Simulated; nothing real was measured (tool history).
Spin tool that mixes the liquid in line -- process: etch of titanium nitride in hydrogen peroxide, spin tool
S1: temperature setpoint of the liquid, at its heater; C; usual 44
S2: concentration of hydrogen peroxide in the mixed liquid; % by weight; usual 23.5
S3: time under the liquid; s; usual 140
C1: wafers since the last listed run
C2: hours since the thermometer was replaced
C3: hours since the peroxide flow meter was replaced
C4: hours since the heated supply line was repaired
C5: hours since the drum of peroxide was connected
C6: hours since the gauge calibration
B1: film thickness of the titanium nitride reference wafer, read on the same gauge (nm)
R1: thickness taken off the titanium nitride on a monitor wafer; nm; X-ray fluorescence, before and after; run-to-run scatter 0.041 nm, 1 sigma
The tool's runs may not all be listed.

| run | hour | S1 | S2 | S3 | C1 | C2 | C3 | C4 | C5 | C6 | B1 | R1 |
|---|---|---|---|---|---|---|---|---|---|---|---|---|
| 1 | 0 | 44 | 23.5 | 80 | 0 | 3.2 | 893.7 | 2195.6 | 43.6 | 388 | 109.99 | 2.94 |
| 2 | 14.4 | 44 | 23.5 | 80 | 152 | 17.6 | 908.1 | 2210 | 58 | 402.4 | 109.99 | 2.95 |
| 3 | 28 | 44 | 27.5 | 75 | 144 | 31.2 | 921.7 | 2223.6 | 71.6 | 416 | 110 | 2.86 |
| 4 | 34.5 | 44 | 23.5 | 140 | 68 | 37.7 | 928.2 | 2230.1 | 78.1 | 422.5 | 109.99 | 5.22 |
| 5 | 43.2 | 35 | 23.5 | 140 | 92 | 46.4 | 936.9 | 2238.8 | 86.8 | 431.2 | 110.02 | 2.52 |
| 6 | 50.5 | 51.5 | 23.5 | 180 | 77 | 53.7 | 944.2 | 2246.1 | 94.1 | 438.5 | 109.99 | 11.65 |
| 7 | 60.1 | 44 | 23.5 | 140 | 101 | 63.3 | 953.8 | 2255.7 | 103.7 | 448.1 | 110.01 | 5.15 |
| 8 | 68.4 | 39.5 | 29 | 95 | 88 | 71.6 | 962.1 | 2264 | 112 | 456.4 | 109.99 | 2.58 |
|  | 79.1 | heated supply line repaired |
| 9 | 84.5 | 39 | 20.5 | 60 | 160 | 87.7 | 978.2 | 5.4 | 128.1 | 472.5 | 110 | 1.72 |
|  | 88.6 | peroxide flow meter replaced |
| 10 | 98.3 | 44 | 23.5 | 140 | 135 | 101.5 | 9.7 | 19.2 | 141.9 | 486.3 | 110 | 6.01 |
| 11 | 109.9 | 44 | 23.5 | 140 | 123 | 113.1 | 21.3 | 30.8 | 153.5 | 497.9 | 110 | 6.08 |
| 12 | 122.8 | 35 | 27.5 | 205 | 136 | 126 | 34.2 | 43.7 | 166.4 | 510.8 | 110 | 4.64 |
| 13 | 137.1 | 44 | 26.5 | 110 | 151 | 140.3 | 48.5 | 58 | 180.7 | 525.1 | 110.02 | 4.93 |
| 14 | 147.7 | 54 | 23.5 | 200 | 112 | 150.9 | 59.1 | 68.6 | 191.3 | 535.7 | 110.03 | 18.04 |
|  | 149.1 | gauge calibrated |
| 15 | 157.1 | 38.5 | 30 | 140 | 99 | 160.3 | 68.5 | 78 | 200.7 | 8 | 110.01 | 4.25 |
| 16 | 173.9 | 36 | 19 | 65 | 178 | 177.1 | 85.3 | 94.8 | 217.5 | 24.8 | 110.02 | 1.43 |
| 17 | 184.1 | 44 | 23.5 | 140 | 108 | 187.3 | 95.5 | 105 | 227.7 | 35 | 110.02 | 6.11 |
| 18 | 197.1 | 37.5 | 23.5 | 140 | 137 | 200.3 | 108.5 | 118 | 240.7 | 48 | 110 | 3.7 |
| 19 | 212.8 | 44 | 23.5 | 110 | 166 | 216 | 124.2 | 133.7 | 256.4 | 63.7 | 109.98 | 4.76 |
| 20 | 220.9 | 50 | 23.5 | 90 | 85 | 224.1 | 132.3 | 141.8 | 264.5 | 71.8 | 109.99 | 6.07 |
| 21 | 229.7 | 51.5 | 29 | 180 | 93 | 232.9 | 141.1 | 150.6 | 273.3 | 80.6 | 109.99 | 14.01 |
| 22 | 242.5 | 47.5 | 23.5 | 140 | 135 | 245.7 | 153.9 | 163.4 | 286.1 | 93.4 | 110 | 7.93 |
| 23 | 255.3 | 44 | 26 | 140 | 135 | 258.5 | 166.7 | 176.2 | 298.9 | 106.2 | 109.98 | 6.08 |
| 24 | 270.1 | 54 | 21 | 140 | 157 | 273.3 | 181.5 | 191 | 313.7 | 121 | 109.98 | 12.2 |

What if the next run were any one of these 5? Each begins from the tool's condition after run 24:
| A | 270.6 | 44 | 25.5 | 140 | 5 | 273.8 | 182 | 191.5 | 314.2 | 121.5 | ? | ? |
| B | 270.6 | 44 | 26.5 | 140 | 5 | 273.8 | 182 | 191.5 | 314.2 | 121.5 | ? | ? |
| C | 270.6 | 46.5 | 29.5 | 60 | 5 | 273.8 | 182 | 191.5 | 314.2 | 121.5 | ? | ? |
| D | 270.6 | 51.5 | 25.5 | 115 | 5 | 273.8 | 182 | 191.5 | 314.2 | 121.5 | ? | ? |
| E | 270.6 | 54 | 23.5 | 140 | 5 | 273.8 | 182 | 191.5 | 314.2 | 121.5 | ? | ? |

| run | B1 | R1 |
|---|---|---|
| A | 110 | 6.22 |
| B | 110 | 6.27 |
| C | 110 | 3.32 |
| D | 110 | 8.85 |
| E | 110 | 12.64 |
Without the tool's hidden state the same runs would have given:
| run | R1 |
|---|---|
| A | 6.2 |
| B | 6.25 |
| C | 3.31 |
| D | 8.82 |
| E | 12.6 |
